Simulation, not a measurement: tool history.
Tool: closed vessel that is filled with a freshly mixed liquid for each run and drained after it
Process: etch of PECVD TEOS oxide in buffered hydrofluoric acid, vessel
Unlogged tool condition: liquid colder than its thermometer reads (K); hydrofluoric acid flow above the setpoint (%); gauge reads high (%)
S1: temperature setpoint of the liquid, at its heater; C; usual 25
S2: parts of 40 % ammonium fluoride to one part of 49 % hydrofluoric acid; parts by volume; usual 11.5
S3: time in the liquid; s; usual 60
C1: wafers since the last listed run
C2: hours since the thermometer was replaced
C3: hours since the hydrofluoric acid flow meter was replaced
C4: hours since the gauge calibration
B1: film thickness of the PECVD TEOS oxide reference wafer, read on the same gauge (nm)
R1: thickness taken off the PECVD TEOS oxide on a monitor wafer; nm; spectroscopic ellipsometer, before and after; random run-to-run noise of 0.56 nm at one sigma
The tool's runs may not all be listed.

run     day    S1    S2  S3    C1     C2     C3     C4      B1      R1
  1       0    25  11.5  60     0  499.1    692   74.8  130.01  123.73
  2   0.892    25  11.5  60  1483  520.5  713.4   96.2     130  123.67
  3   2.175    25  11.5  60  2134  551.3  744.2    127     130  122.96
  4   3.429    25  10.5  60  2086  581.4  774.3  157.1     130  133.48
  5   4.112    25  11.5  30  1136  597.8  790.7  173.5  129.99   61.45
  6   5.046    25  11.5  30  1552  620.2  813.1  195.9  129.98   61.29
  7   6.154    25  11.5  50  1843  646.8  839.7  222.5  130.03  102.03
  8   6.725    25   7.5  60   949  660.5  853.4  236.2     130  182.81
      6.933  -- hydrofluoric acid flow meter replaced
  9    7.25    28   7.5  30   804  673.1    7.6  248.8  129.98  101.22
      7.546  -- gauge calibrated
 10    8.25    25  11.5  60  1663  697.1   31.6   16.9  130.01  114.76
      9.325  -- thermometer replaced
 11   9.458    25  11.5  60  1940    3.2   60.6   45.9  130.01  127.06
 12  10.021  22.5  11.5  45   935   16.7   74.1   59.4     130   83.27
 13  11.017  29.5  10.5  45  1656   40.6     98   83.3     130  131.58
 14   12.05  27.5  11.5  60  1718   65.4  122.8  108.1     130  144.55

Below are 4 alternative next runs, each starting from the tool's condition after run 14. Predict each:
  A  12.079  28.5  11.5  60  48  66.1  123.5  108.8   ?   ?
  B  12.079    25  11.5  90  48  66.1  123.5  108.8   ?   ?
  C  12.079    23  11.5  60  48  66.1  123.5  108.8   ?   ?
  D  12.079    23    10  80  48  66.1  123.5  108.8   ?   ?

run      B1      R1
  A  130.02  152.64
  B  130.02   189.7
  C  130.02  113.36
  D  130.02  172.58
Take away the tool's hidden state, keep each run's random variation, and the runs would have read:
run      R1
  A  155.03
  B  192.78
  C  115.23
  D  176.06
